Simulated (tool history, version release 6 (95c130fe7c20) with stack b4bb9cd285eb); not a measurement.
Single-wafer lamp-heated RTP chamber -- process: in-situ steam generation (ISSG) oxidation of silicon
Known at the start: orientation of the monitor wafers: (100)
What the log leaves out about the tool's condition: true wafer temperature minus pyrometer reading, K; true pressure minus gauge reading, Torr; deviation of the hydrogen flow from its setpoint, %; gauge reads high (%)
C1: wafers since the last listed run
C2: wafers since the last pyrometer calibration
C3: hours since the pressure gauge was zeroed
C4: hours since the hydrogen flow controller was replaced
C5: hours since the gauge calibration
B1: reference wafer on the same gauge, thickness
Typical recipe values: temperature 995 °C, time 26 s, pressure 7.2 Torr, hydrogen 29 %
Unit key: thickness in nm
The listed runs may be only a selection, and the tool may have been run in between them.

Run 1, day 0.000: usual settings but temperature 989 °C, time 18 s; C1 0; C2 3118; C3 4931.4; C4 6233.7; C5 5.4; B1 7.113. Result: thickness 6.062 nm.
At day 0.492: pressure gauge zeroed.
At day 0.712: pyrometer window cleaned and pyrometer calibrated.
Run 2, day 1.475: usual settings but temperature 989 °C, time 18 s; C1 197; C2 163; C3 23.6; C4 6269.1; C5 40.8; B1 7.113. Result: thickness 5.897 nm.
Run 3, day 2.829: usual settings but time 30 s; C1 290; C2 453; C3 56.1; C4 6301.6; C5 73.3; B1 7.114. Result: thickness 7.765 nm.
Run 4, day 4.088: usual settings but time 30 s; C1 269; C2 723; C3 86.3; C4 6331.8; C5 103.5; B1 7.135. Result: thickness 7.802 nm.
Run 5, day 4.967: usual settings but time 30 s; C1 188; C2 911; C3 107.4; C4 6352.9; C5 124.6; B1 7.129. Result: thickness 7.768 nm.
Run 6, day 6.462: usual settings; C1 320; C2 1232; C3 143.3; C4 6388.8; C5 160.5; B1 7.125. Result: thickness 7.308 nm.
Run 7, day 7.100: usual settings but temperature 1010 °C, hydrogen 32 %; C1 136; C2 1369; C3 158.6; C4 6404.1; C5 175.8; B1 7.136. Result: thickness 8.116 nm.
Run 8, day 8.575: usual settings but temperature 1010 °C, hydrogen 32 %; C1 316; C2 1685; C3 194.0; C4 6439.5; C5 211.2; B1 7.126. Result: thickness 8.038 nm.
Run 9, day 9.275: usual settings; C1 150; C2 1835; C3 210.8; C4 6456.3; C5 228.0; B1 7.125. Result: thickness 7.370 nm.
Run 10, day 9.833: usual settings; C1 119; C2 1955; C3 224.2; C4 6469.7; C5 241.4; B1 7.130. Result: thickness 7.334 nm.
Run 11, day 10.712: usual settings but temperature 980 °C, time 29 s, pressure 8.6 Torr, hydrogen 23 %; C1 188; C2 2143; C3 245.3; C4 6490.8; C5 262.5; B1 7.118. Result: thickness 6.905 nm.
Run 12, day 11.683: usual settings but hydrogen 22 %; C1 208; C2 2352; C3 268.6; C4 6514.1; C5 285.8; B1 7.122. Result: thickness 6.804 nm.
Run 13, day 12.475: usual settings but time 22 s, pressure 6.9 Torr, hydrogen 32 %; C1 169; C2 2521; C3 287.6; C4 6533.1; C5 304.8; B1 7.132. Result: thickness 6.987 nm.
Run 14, day 13.183: usual settings; C1 151; C2 2673; C3 304.6; C4 6550.1; C5 321.8; B1 7.129. Result: thickness 7.439 nm.
Run 15, day 14.492: usual settings but time 32 s, pressure 6.9 Torr, hydrogen 26 %; C1 280; C2 2954; C3 336.0; C4 6581.5; C5 353.2; B1 7.108. Result: thickness 7.884 nm.
Run 16, day 15.117: usual settings but temperature 978 °C, hydrogen 20 %; C1 134; C2 3088; C3 351.0; C4 6596.5; C5 368.2; B1 7.126. Result: thickness 6.262 nm.
At day 16.212: pyrometer window cleaned and pyrometer calibrated.
Run 17, day 16.233: usual settings; C1 167; C2 4; C3 377.8; C4 6623.3; C5 395.0; B1 7.125. Result: thickness 7.082 nm.
At day 17.008: hydrogen flow controller replaced.
Run 18, day 17.029: usual settings; C1 99; C2 103; C3 396.9; C4 0.5; C5 414.1; B1 7.112. Result: thickness 7.083 nm.
Run 19, day 17.754: usual settings but pressure 7.9 Torr, hydrogen 24 %; C1 155; C2 259; C3 414.3; C4 17.9; C5 431.5; B1 7.122. Result: thickness 6.718 nm.
Run 20, day 19.054: usual settings but temperature 990 °C, time 21 s, hydrogen 32 %; C1 278; C2 538; C3 445.5; C4 49.1; C5 462.7; B1 7.103. Result: thickness 6.606 nm.
Run 21, day 20.121: usual settings but temperature 1005 °C, time 22 s, pressure 6.9 Torr, hydrogen 21 %; C1 228; C2 766; C3 471.1; C4 74.7; C5 488.3; B1 7.122. Result: thickness 6.477 nm.
Run 22, day 21.371: usual settings; C1 268; C2 1034; C3 501.1; C4 104.7; C5 518.3; B1 7.131. Result: thickness 7.206 nm.
Run 23, day 21.992: usual settings but temperature 978 °C, time 32 s, pressure 8.0 Torr, hydrogen 32 %; C1 133; C2 1168; C3 516.0; C4 119.6; C5 533.2; B1 7.133. Result: thickness 7.675 nm.
Run 24, day 22.617: usual settings but temperature 1000 °C; C1 134; C2 1302; C3 531.0; C4 134.6; C5 548.2; B1 7.126. Result: thickness 7.406 nm.
Run 25, day 23.288: usual settings but temperature 1006 °C, pressure 6.9 Torr; C1 143; C2 1445; C3 547.1; C4 150.7; C5 564.3; B1 7.125. Result: thickness 7.669 nm.
Run 26, day 24.217: usual settings but temperature 1000 °C, time 18 s, pressure 7.8 Torr; C1 199; C2 1645; C3 569.4; C4 173.0; C5 586.6; B1 7.116. Result: thickness 6.257 nm.
Run 27, day 25.504: usual settings; C1 276; C2 1921; C3 600.3; C4 203.9; C5 617.5; B1 7.125. Result: thickness 7.319 nm.
Run 28, day 26.704: usual settings but time 30 s; C1 257; C2 2178; C3 629.1; C4 232.7; C5 646.3; B1 7.110. Result: thickness 7.848 nm.
Run 29, day 28.054: usual settings; C1 289; C2 2468; C3 661.5; C4 265.1; C5 678.7; B1 7.109. Result: thickness 7.340 nm.
Run 30, day 29.042: usual settings but time 20 s, hydrogen 20 %; C1 211; C2 2679; C3 685.2; C4 288.8; C5 702.4; B1 7.126. Result: thickness 5.936 nm.
Run 31, day 29.892: usual settings but temperature 988 °C, time 33 s, pressure 6.9 Torr, hydrogen 26 %; C1 182; C2 2862; C3 705.6; C4 309.2; C5 722.8; B1 7.119. Result: thickness 7.850 nm.

What the log doesn't show, run by run:
true pressure minus gauge reading, Torr: 0 across all the runs
deviation of the hydrogen flow from its setpoint, %: 0 across all the runs
gauge reads high (%): 0 across all the runs
H1: true wafer temperature minus pyrometer reading, K
run     H1
  1     10
  2   2.18
  3   4.21
  4   5.68
  5   6.53
  6   7.69
  7   8.09
  8   8.86
  9   9.16
 10   9.37
 11   9.67
 12   9.94
 13   10.1
 14   10.3
 15   10.5
 16   10.6
 17  0.316
 18   1.75
 19   2.88
 20   4.57
 21   5.68
 22   6.74
 23   7.18
 24   7.57
 25   7.95
 26    8.4
 27   8.91
 28   9.28
 29   9.62
 30   9.81
 31   9.96
